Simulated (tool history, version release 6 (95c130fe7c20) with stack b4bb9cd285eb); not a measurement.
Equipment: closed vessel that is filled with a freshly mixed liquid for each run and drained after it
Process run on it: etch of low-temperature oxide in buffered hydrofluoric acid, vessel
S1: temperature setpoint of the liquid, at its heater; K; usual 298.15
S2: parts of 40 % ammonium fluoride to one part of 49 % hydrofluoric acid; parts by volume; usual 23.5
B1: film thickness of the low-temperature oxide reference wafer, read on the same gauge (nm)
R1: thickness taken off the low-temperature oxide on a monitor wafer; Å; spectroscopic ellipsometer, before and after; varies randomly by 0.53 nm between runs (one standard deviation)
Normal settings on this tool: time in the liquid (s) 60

Run 1, hour 0.0: usual settings but S2 30.0 parts by volume; B1 49.99. Result: R1 559.2 Å.
Run 2, hour 28.5: usual settings but S2 26.5 parts by volume; B1 49.97. Result: R1 622.7 Å.
Run 3, hour 92.2: usual settings but S2 26.5 parts by volume; B1 49.97. Result: R1 616.7 Å.
Run 4, hour 130.6: usual settings but S2 26.5 parts by volume; B1 49.99. Result: R1 615.6 Å.
Run 5, hour 182.6: usual settings but S2 26.0 parts by volume; B1 50.02. Result: R1 625.4 Å.
Run 6, hour 236.5: usual settings but S2 26.0 parts by volume; B1 49.95. Result: R1 623.6 Å.
Run 7, hour 272.9: usual settings but S2 26.0 parts by volume; B1 49.95. Result: R1 624.4 Å.
Run 8, hour 373.9: usual settings but S2 19.0 parts by volume; B1 49.99. Result: R1 801.5 Å.
Run 9, hour 425.8: usual settings; B1 50.00. Result: R1 668.3 Å.
Run 10, hour 475.6: usual settings; B1 49.98. Result: R1 668.7 Å.
Run 11, hour 534.2: usual settings; B1 49.97. Result: R1 670.2 Å.
Run 12, hour 620.6: usual settings; B1 50.00. Result: R1 677.1 Å.
Run 13, hour 678.6: usual settings; B1 50.01. Result: R1 682.4 Å.
Run 14, hour 741.1: usual settings but time in the liquid (s) 45; B1 49.99. Result: R1 515.4 Å.
Run 15, hour 780.5: usual settings but S1 293.15 K, S2 27.5 parts by volume, time in the liquid (s) 40; B1 50.02. Result: R1 309.4 Å.
Run 16, hour 806.0: usual settings; B1 49.96. Result: R1 686.4 Å.
Run 17, hour 868.7: usual settings; B1 49.99. Result: R1 682.0 Å.
Run 18, hour 938.2: usual settings but time in the liquid (s) 85; B1 49.98. Result: R1 988.9 Å.
Run 19, hour 989.4: usual settings but S1 303.15 K; B1 50.00. Result: R1 909.7 Å.
At hour 997.8: gauge calibrated.
At hour 1083.2: hydrofluoric acid flow meter replaced.
Run 20, hour 1100.0: usual settings but S1 294.65 K, S2 30.0 parts by volume, time in the liquid (s) 95; B1 50.03. Result: R1 772.1 Å.
Run 21, hour 1140.4: usual settings; B1 50.00. Result: R1 703.9 Å.
Run 22, hour 1199.2: usual settings but S1 299.65 K, S2 14.5 parts by volume, time in the liquid (s) 30; B1 50.03. Result: R1 578.5 Å.
At hour 1235.7: thermometer replaced.
Run 23, hour 1251.8: usual settings but S1 293.65 K; B1 49.99. Result: R1 502.7 Å.
Run 24, hour 1321.7: usual settings but S2 26.5 parts by volume; B1 49.99. Result: R1 587.7 Å.
Run 25, hour 1353.7: usual settings but S1 293.65 K, S2 18.5 parts by volume, time in the liquid (s) 85; B1 50.02. Result: R1 849.2 Å.
Run 26, hour 1409.6: usual settings but time in the liquid (s) 50; B1 50.01. Result: R1 543.2 Å.
Run 27, hour 1472.8: usual settings but S2 18.0 parts by volume, time in the liquid (s) 50; B1 50.02. Result: R1 665.9 Å.
Run 28, hour 1517.4: usual settings; B1 49.99. Result: R1 654.7 Å.
Run 29, hour 1576.3: usual settings but S1 296.65 K, S2 15.5 parts by volume; B1 50.03. Result: R1 841.9 Å.
Run 30, hour 1607.2: usual settings but S2 18.0 parts by volume; B1 50.02. Result: R1 805.5 Å.
Run 31, hour 1659.6: usual settings but S2 17.5 parts by volume; B1 50.03. Result: R1 818.0 Å.

Below are 5 alternative next runs, each starting from the tool's condition after run 31. Predict each:
Run A, hour 1660.3: usual settings; B1 ?. Result: R1 ?.
Run B, hour 1660.3: usual settings but S1 301.15 K, S2 16.5 parts by volume, time in the liquid (s) 50; B1 ?. Result: R1 ?.
Run C, hour 1660.3: usual settings but S1 299.65 K, S2 26.0 parts by volume, time in the liquid (s) 40; B1 ?. Result: R1 ?.
Run D, hour 1660.3: usual settings but time in the liquid (s) 30; B1 ?. Result: R1 ?.
Run E, hour 1660.3: usual settings but S1 301.65 K, S2 19.5 parts by volume; B1 ?. Result: R1 ?.

run     B1     R1
  A  49.93  654.4
  B  49.93  864.7
  C  49.93  441.4
  D  49.93  327.2
  E  49.93  904.2
Without the tool's unlogged condition, the same runs would have read:
run     R1
  A  632.3
  B  836.2
  C  426.6
  D  316.2
  E  874.4
